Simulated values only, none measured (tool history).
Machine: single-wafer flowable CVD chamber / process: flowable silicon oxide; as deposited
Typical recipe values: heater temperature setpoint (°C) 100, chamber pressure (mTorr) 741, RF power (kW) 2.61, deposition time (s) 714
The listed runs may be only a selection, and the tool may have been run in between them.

run,hour,heater temperature setpoint (°C),chamber pressure (mTorr),RF power (kW),deposition time (s),"read-back reference wafer on the same gauge, thickness_nm",mean film thickness on the monitor wafer (nm)
1,0,100,741,2.925,714,362.483,459.098
2,17.7,100,741,2.61,714,363.882,460.797
3,29.9,100,741,2.61,811,362.179,518.923
4,42,100,741,2.61,714,362.251,467.886
5,57.8,100,741,2.61,714,362.859,461.58
6,74.8,100,741,2.61,714,363.445,461.466
7,94.2,100,741,2.61,714,363.466,463.966
8,125.4,100,741,2.745,616,362.341,404.174
# hour 143.3: RF generator calibrated
9,155.9,100,814,3.015,662,362.552,483.311
10,186.6,100,741,2.61,714,363.592,464.546
# hour 212.4: capacitance manometer re-zeroed and calibrated
11,212.9,112,658,2.61,766,363.13,316.513
12,234.2,100,741,2.61,714,363.166,469.299
# hour 239.2: gauge calibrated
# hour 245.6: showerhead replaced
13,289.5,100,843,2.61,615,362.531,465.698
# hour 316.5: thermocouple changed; heater temperature recalibrated
14,317,100,741,2.35,714,363.069,379.606
15,340.6,114,741,2.905,714,363.056,260.302
16,372.5,113,741,2.225,775,363.435,285.516
17,401.6,91,685,2.22,856,363.016,553.045

Results per run with the tool's hidden condition removed, run-to-run variation unchanged:
Hidden state at play: wafer temperature above the value expected at the setpoint (K); delivered RF power above the setpoint (%); true pressure above the setpoint (%); gauge reads high (%).
run,mean film thickness on the monitor wafer (nm)
1,397
2,397.777
3,447.417
4,402.933
5,396.885
6,396.125
7,397.511
8,345.221
9,411.577
10,394.402
11,268.043
12,396.572
13,391.388
14,391.571
15,267.205
16,292.254
17,565.412
